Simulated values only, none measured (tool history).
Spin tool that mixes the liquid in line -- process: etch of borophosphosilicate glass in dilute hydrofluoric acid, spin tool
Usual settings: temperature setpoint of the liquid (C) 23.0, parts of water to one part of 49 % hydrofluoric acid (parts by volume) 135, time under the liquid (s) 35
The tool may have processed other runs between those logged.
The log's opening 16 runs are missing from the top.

| run | day | temperature setpoint of the liquid (C) | parts of water to one part of 49 % hydrofluoric acid (parts by volume) | time under the liquid (s) | read-back film thickness of the borophosphosilicate glass reference wafer, read on the same gauge (nm) | thickness taken off the borophosphosilicate glass on a monitor wafer (Å) |
|---|---|---|---|---|---|---|
| 17 | 41.888 | 27.5 | 135 | 35 | 40.00 | 173.8 |
| 18 | 43.829 | 23.0 | 135 | 35 | 40.00 | 146.6 |
| 19 | 45.546 | 25.0 | 135 | 25 | 40.01 | 113.4 |
|  | 47.504 | thermometer replaced |
| 20 | 48.204 | 18.0 | 200 | 45 | 40.00 | 96.3 |
|  | 48.721 | hydrofluoric acid flow meter replaced |
| 21 | 49.525 | 21.5 | 135 | 25 | 40.00 | 97.7 |
| 22 | 50.596 | 27.0 | 155 | 25 | 40.02 | 103.3 |
| 23 | 53.050 | 23.0 | 105 | 45 | 39.99 | 249.8 |
| 24 | 54.892 | 23.0 | 135 | 30 | 40.00 | 124.6 |

Expected results for the next run?
| 25 | 56.000 | 25.5 | 135 | 35 | ? | ? |

{"run 25": {"read-back film thickness of the borophosphosilicate glass reference wafer, read on the same gauge (nm)": 39.99, "thickness taken off the borophosphosilicate glass on a monitor wafer (Å)": 160.3}}
With the hidden condition absent and the run-to-run variation left alone, this run would have shown thickness taken off the borophosphosilicate glass on a monitor wafer (Å) 160.3.
